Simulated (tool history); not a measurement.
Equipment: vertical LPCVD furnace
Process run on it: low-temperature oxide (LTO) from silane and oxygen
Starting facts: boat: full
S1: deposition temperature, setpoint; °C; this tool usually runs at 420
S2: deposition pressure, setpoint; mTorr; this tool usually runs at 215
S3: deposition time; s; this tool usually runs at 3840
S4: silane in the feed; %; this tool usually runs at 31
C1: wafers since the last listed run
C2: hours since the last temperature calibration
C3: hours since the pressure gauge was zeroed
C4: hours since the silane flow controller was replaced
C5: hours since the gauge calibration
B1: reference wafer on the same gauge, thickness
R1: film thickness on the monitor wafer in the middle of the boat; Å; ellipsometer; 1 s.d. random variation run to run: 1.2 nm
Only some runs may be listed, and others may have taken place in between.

{"run": 1, "hour": 0.0, "S1": 426, "S2": 230, "S3": 3840, "S4": 31, "C1": 0, "C2": 2754.7, "C3": 3173.3, "C4": 5709.6, "C5": 367.8, "B1": 475.35, "R1": 5749.5}
{"run": 2, "hour": 81.6, "S1": 426, "S2": 230, "S3": 3840, "S4": 31, "C1": 1163, "C2": 2836.3, "C3": 3254.9, "C4": 5791.2, "C5": 449.4, "B1": 475.57, "R1": 5754.2}
{"run": 3, "hour": 180.7, "S1": 426, "S2": 230, "S3": 3840, "S4": 31, "C1": 1412, "C2": 2935.4, "C3": 3354, "C4": 5890.3, "C5": 548.5, "B1": 476.17, "R1": 5754.9}
{"run": 4, "hour": 239.7, "S1": 420, "S2": 215, "S3": 4410, "S4": 31, "C1": 841, "C2": 2994.4, "C3": 3413, "C4": 5949.3, "C5": 607.5, "B1": 475.79, "R1": 5763.5}
{"run": 5, "hour": 315.8, "S1": 420, "S2": 215, "S3": 2730, "S4": 31, "C1": 1084, "C2": 3070.5, "C3": 3489.1, "C4": 6025.4, "C5": 683.6, "B1": 475.85, "R1": 3559.2}
{"run": 6, "hour": 582.1, "S1": 416, "S2": 215, "S3": 3840, "S4": 31, "C1": 3796, "C2": 3336.8, "C3": 3755.4, "C4": 6291.7, "C5": 949.9, "B1": 476.3, "R1": 4785.1}
{"run": 7, "hour": 643.6, "S1": 420, "S2": 215, "S3": 3480, "S4": 31, "C1": 876, "C2": 3398.3, "C3": 3816.9, "C4": 6353.2, "C5": 1011.4, "B1": 475.82, "R1": 4531.1}
{"run": 8, "hour": 680.7, "S1": 420, "S2": 215, "S3": 3480, "S4": 31, "C1": 528, "C2": 3435.4, "C3": 3854, "C4": 6390.3, "C5": 1048.5, "B1": 475.85, "R1": 4530}
{"hour": 751.4, "done": "pressure gauge zeroed"}
{"run": 9, "hour": 751.9, "S1": 420, "S2": 215, "S3": 3480, "S4": 31, "C1": 672, "C2": 3506.6, "C3": 0.5, "C4": 6461.5, "C5": 1119.7, "B1": 475.69, "R1": 4708}
{"run": 10, "hour": 845.6, "S1": 420, "S2": 215, "S3": 3840, "S4": 31, "C1": 1335, "C2": 3600.3, "C3": 94.2, "C4": 6555.2, "C5": 1213.4, "B1": 475.92, "R1": 5182.9}
{"run": 11, "hour": 936.3, "S1": 420, "S2": 215, "S3": 2430, "S4": 31, "C1": 1292, "C2": 3691, "C3": 184.9, "C4": 6645.9, "C5": 1304.1, "B1": 476.11, "R1": 3285.4}
{"hour": 1076.6, "done": "silane flow controller replaced"}
{"hour": 1100.6, "done": "gauge calibrated"}
{"hour": 1243.7, "done": "thermocouples replaced and temperature profile calibrated"}
{"run": 12, "hour": 1244.2, "S1": 420, "S2": 215, "S3": 3840, "S4": 31, "C1": 3704, "C2": 0.5, "C3": 492.8, "C4": 167.6, "C5": 143.6, "B1": 476.19, "R1": 5173.7}
{"run": 13, "hour": 1324.3, "S1": 420, "S2": 215, "S3": 3840, "S4": 31, "C1": 1141, "C2": 80.6, "C3": 572.9, "C4": 247.7, "C5": 223.7, "B1": 475.95, "R1": 5188}

Estimate the outcome of run 14 from the log above:
{"run": 14, "hour": 1409.1, "S1": 420, "S2": 215, "S3": 2730, "S4": 26, "C1": 1208, "C2": 165.4, "C3": 657.7, "C4": 332.5, "C5": 308.5, "B1": "?", "R1": "?"}

Run 14 measured B1 476.03, R1 2854.8 Å.
Take away the tool's hidden state, keep the run-to-run variation as it was, and the same run would have given R1 2855.8 Å.
